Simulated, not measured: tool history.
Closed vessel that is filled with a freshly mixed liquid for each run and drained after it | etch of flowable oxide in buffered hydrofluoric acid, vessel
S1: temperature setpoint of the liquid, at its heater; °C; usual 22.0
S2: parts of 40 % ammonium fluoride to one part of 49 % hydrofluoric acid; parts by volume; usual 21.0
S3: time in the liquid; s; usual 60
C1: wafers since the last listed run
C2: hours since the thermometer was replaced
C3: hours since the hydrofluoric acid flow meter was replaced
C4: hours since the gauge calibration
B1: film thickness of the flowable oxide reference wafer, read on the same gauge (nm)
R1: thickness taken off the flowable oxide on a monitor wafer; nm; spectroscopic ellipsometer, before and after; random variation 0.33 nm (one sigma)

{"run": 1, "hour": 0.0, "S1": 22.0, "S2": 21.0, "S3": 60, "C1": 0, "C2": 579.6, "C3": 507.3, "C4": 47.7, "B1": 80.03, "R1": 75.0}
{"run": 2, "hour": 25.4, "S1": 22.0, "S2": 21.0, "S3": 60, "C1": 3029, "C2": 605.0, "C3": 532.7, "C4": 73.1, "B1": 80.01, "R1": 75.13}
{"run": 3, "hour": 54.4, "S1": 22.0, "S2": 21.0, "S3": 60, "C1": 3458, "C2": 634.0, "C3": 561.7, "C4": 102.1, "B1": 79.99, "R1": 75.71}
{"run": 4, "hour": 111.8, "S1": 22.0, "S2": 21.0, "S3": 60, "C1": 6845, "C2": 691.4, "C3": 619.1, "C4": 159.5, "B1": 80.01, "R1": 75.89}
{"run": 5, "hour": 146.3, "S1": 22.0, "S2": 21.0, "S3": 60, "C1": 4114, "C2": 725.9, "C3": 653.6, "C4": 194.0, "B1": 79.97, "R1": 76.05}
{"run": 6, "hour": 203.7, "S1": 22.0, "S2": 21.0, "S3": 60, "C1": 6845, "C2": 783.3, "C3": 711.0, "C4": 251.4, "B1": 80.01, "R1": 76.0}
{"run": 7, "hour": 235.8, "S1": 22.0, "S2": 21.0, "S3": 60, "C1": 3828, "C2": 815.4, "C3": 743.1, "C4": 283.5, "B1": 79.99, "R1": 75.85}
{"run": 8, "hour": 290.0, "S1": 22.0, "S2": 21.0, "S3": 60, "C1": 6464, "C2": 869.6, "C3": 797.3, "C4": 337.7, "B1": 79.97, "R1": 76.71}
{"run": 9, "hour": 355.8, "S1": 22.0, "S2": 15.0, "S3": 60, "C1": 7847, "C2": 935.4, "C3": 863.1, "C4": 403.5, "B1": 80.03, "R1": 106.74}
{"run": 10, "hour": 403.7, "S1": 22.0, "S2": 15.0, "S3": 60, "C1": 5712, "C2": 983.3, "C3": 911.0, "C4": 451.4, "B1": 80.03, "R1": 107.19}
{"run": 11, "hour": 443.6, "S1": 25.0, "S2": 21.0, "S3": 80, "C1": 4758, "C2": 1023.2, "C3": 950.9, "C4": 491.3, "B1": 80.03, "R1": 121.72}
{"hour": 475.7, "done": "thermometer replaced"}
{"hour": 501.2, "done": "hydrofluoric acid flow meter replaced"}
{"run": 12, "hour": 504.0, "S1": 20.5, "S2": 18.0, "S3": 75, "C1": 6964, "C2": 28.3, "C3": 2.8, "C4": 551.7, "B1": 79.95, "R1": 97.8}
{"run": 13, "hour": 560.6, "S1": 22.0, "S2": 13.5, "S3": 60, "C1": 6750, "C2": 84.9, "C3": 59.4, "C4": 608.3, "B1": 79.94, "R1": 113.05}
{"run": 14, "hour": 600.6, "S1": 17.0, "S2": 21.0, "S3": 60, "C1": 4770, "C2": 124.9, "C3": 99.4, "C4": 648.3, "B1": 80.01, "R1": 55.68}
{"hour": 673.9, "done": "gauge calibrated"}
{"run": 15, "hour": 787.9, "S1": 23.5, "S2": 17.0, "S3": 35, "C1": 22337, "C2": 312.2, "C3": 286.7, "C4": 114.0, "B1": 80.01, "R1": 57.93}
{"run": 16, "hour": 835.1, "S1": 22.0, "S2": 21.0, "S3": 60, "C1": 5629, "C2": 359.4, "C3": 333.9, "C4": 161.2, "B1": 79.99, "R1": 74.16}
{"run": 17, "hour": 867.1, "S1": 22.0, "S2": 21.0, "S3": 60, "C1": 3816, "C2": 391.4, "C3": 365.9, "C4": 193.2, "B1": 79.99, "R1": 74.23}
{"run": 18, "hour": 908.5, "S1": 22.0, "S2": 21.0, "S3": 60, "C1": 4937, "C2": 432.8, "C3": 407.3, "C4": 234.6, "B1": 80.02, "R1": 74.54}
{"run": 19, "hour": 932.6, "S1": 22.0, "S2": 17.0, "S3": 45, "C1": 2874, "C2": 456.9, "C3": 431.4, "C4": 258.7, "B1": 79.96, "R1": 68.4}
{"run": 20, "hour": 989.1, "S1": 22.0, "S2": 21.0, "S3": 60, "C1": 6738, "C2": 513.4, "C3": 487.9, "C4": 315.2, "B1": 79.98, "R1": 74.57}

Forecast each of these 4 alternatives for the next run:
{"run": "A", "hour": 989.8, "S1": 22.0, "S2": 21.0, "S3": 60, "C1": 83, "C2": 514.1, "C3": 488.6, "C4": 315.9, "B1": "?", "R1": "?"}
{"run": "B", "hour": 989.8, "S1": 24.0, "S2": 21.0, "S3": 60, "C1": 83, "C2": 514.1, "C3": 488.6, "C4": 315.9, "B1": "?", "R1": "?"}
{"run": "C", "hour": 989.8, "S1": 26.5, "S2": 16.0, "S3": 95, "C1": 83, "C2": 514.1, "C3": 488.6, "C4": 315.9, "B1": "?", "R1": "?"}
{"run": "D", "hour": 989.8, "S1": 17.5, "S2": 24.0, "S3": 60, "C1": 83, "C2": 514.1, "C3": 488.6, "C4": 315.9, "B1": "?", "R1": "?"}

run=A B1=80.00 R1=74.99
run=B B1=80.00 R1=83.74
run=C B1=80.00 R1=198.12
run=D B1=80.00 R1=53.07
Without the tool's hidden state the same runs would have given:
run=A R1=73.56
run=B R1=82.14
run=C R1=191.89
run=D R1=52.07

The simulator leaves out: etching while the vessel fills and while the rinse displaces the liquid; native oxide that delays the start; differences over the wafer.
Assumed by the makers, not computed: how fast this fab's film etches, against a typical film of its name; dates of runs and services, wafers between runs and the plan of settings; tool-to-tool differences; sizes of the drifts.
